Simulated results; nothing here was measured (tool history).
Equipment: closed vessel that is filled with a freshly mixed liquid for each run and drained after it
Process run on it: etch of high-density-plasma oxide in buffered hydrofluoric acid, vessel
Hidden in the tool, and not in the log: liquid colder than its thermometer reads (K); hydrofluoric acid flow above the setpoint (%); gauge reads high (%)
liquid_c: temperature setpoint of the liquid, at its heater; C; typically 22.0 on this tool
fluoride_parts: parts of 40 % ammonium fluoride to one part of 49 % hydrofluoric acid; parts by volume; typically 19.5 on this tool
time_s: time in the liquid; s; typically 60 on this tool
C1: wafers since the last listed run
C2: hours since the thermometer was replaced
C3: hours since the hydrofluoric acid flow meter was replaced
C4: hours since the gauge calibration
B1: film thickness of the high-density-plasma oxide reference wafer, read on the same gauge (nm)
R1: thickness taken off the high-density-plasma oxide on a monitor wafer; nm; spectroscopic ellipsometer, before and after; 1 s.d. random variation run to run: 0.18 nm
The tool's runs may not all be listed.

run 1 day=0.000 | liquid_c=22.0 fluoride_parts=23.5 time_s=60 | C1=0 C2=2563.9 C3=62.0 C4=823.6 | B1=39.99 | R1=30.97
run 2 day=1.608 | liquid_c=22.0 fluoride_parts=23.5 time_s=60 | C1=4772 C2=2602.5 C3=100.6 C4=862.2 | B1=39.97 | R1=30.91
run 3 day=2.721 | liquid_c=22.0 fluoride_parts=19.5 time_s=40 | C1=3301 C2=2629.2 C3=127.3 C4=888.9 | B1=39.99 | R1=23.85
run 4 day=5.162 | liquid_c=22.0 fluoride_parts=19.5 time_s=60 | C1=7245 C2=2687.8 C3=185.9 C4=947.5 | B1=40.02 | R1=36.05
run 5 day=7.675 | liquid_c=22.0 fluoride_parts=19.5 time_s=60 | C1=7456 C2=2748.1 C3=246.2 C4=1007.8 | B1=39.99 | R1=36.13
-- day=12.750 gauge calibrated
run 6 day=13.496 | liquid_c=22.0 fluoride_parts=19.5 time_s=60 | C1=17274 C2=2887.8 C3=385.9 C4=17.9 | B1=40.00 | R1=36.52
-- day=14.562 thermometer replaced
run 7 day=16.471 | liquid_c=22.0 fluoride_parts=19.5 time_s=60 | C1=8705 C2=45.8 C3=457.3 C4=89.3 | B1=39.96 | R1=36.41
run 8 day=18.112 | liquid_c=23.5 fluoride_parts=12.0 time_s=80 | C1=4871 C2=85.2 C3=496.7 C4=128.7 | B1=40.00 | R1=85.94
run 9 day=20.088 | liquid_c=18.0 fluoride_parts=23.0 time_s=95 | C1=5861 C2=132.6 C3=544.1 C4=176.1 | B1=39.97 | R1=40.97
-- day=22.021 hydrofluoric acid flow meter replaced
run 10 day=24.804 | liquid_c=18.0 fluoride_parts=22.0 time_s=45 | C1=13873 C2=245.8 C3=66.8 C4=289.3 | B1=40.00 | R1=19.49
run 11 day=27.504 | liquid_c=22.0 fluoride_parts=19.5 time_s=60 | C1=8012 C2=310.6 C3=131.6 C4=354.1 | B1=40.01 | R1=35.98
run 12 day=29.417 | liquid_c=22.0 fluoride_parts=23.0 time_s=75 | C1=5675 C2=356.5 C3=177.5 C4=400.0 | B1=39.98 | R1=39.81
run 13 day=36.946 | liquid_c=22.0 fluoride_parts=17.5 time_s=60 | C1=22343 C2=537.2 C3=358.2 C4=580.7 | B1=39.98 | R1=40.62
run 14 day=39.629 | liquid_c=22.0 fluoride_parts=23.5 time_s=30 | C1=7963 C2=601.6 C3=422.6 C4=645.1 | B1=40.00 | R1=15.99
run 15 day=41.088 | liquid_c=22.0 fluoride_parts=19.5 time_s=60 | C1=4327 C2=636.6 C3=457.6 C4=680.1 | B1=39.96 | R1=37.12

3 options for the next run, each taken on its own from the tool as it stands now. Forecast them:
run A day=41.117 | liquid_c=22.0 fluoride_parts=19.5 time_s=45 | C1=86 C2=637.3 C3=458.3 C4=680.8 | B1=? | R1=?
run B day=41.117 | liquid_c=24.5 fluoride_parts=26.5 time_s=30 | C1=86 C2=637.3 C3=458.3 C4=680.8 | B1=? | R1=?
run C day=41.117 | liquid_c=19.5 fluoride_parts=27.0 time_s=35 | C1=86 C2=637.3 C3=458.3 C4=680.8 | B1=? | R1=?

run=A B1=40.01 R1=27.57
run=B B1=40.01 R1=16.72
run=C B1=40.01 R1=14.59
Without the tool's unlogged condition, the same runs would have read:
run=A R1=26.38
run=B R1=16.22
run=C R1=14.14

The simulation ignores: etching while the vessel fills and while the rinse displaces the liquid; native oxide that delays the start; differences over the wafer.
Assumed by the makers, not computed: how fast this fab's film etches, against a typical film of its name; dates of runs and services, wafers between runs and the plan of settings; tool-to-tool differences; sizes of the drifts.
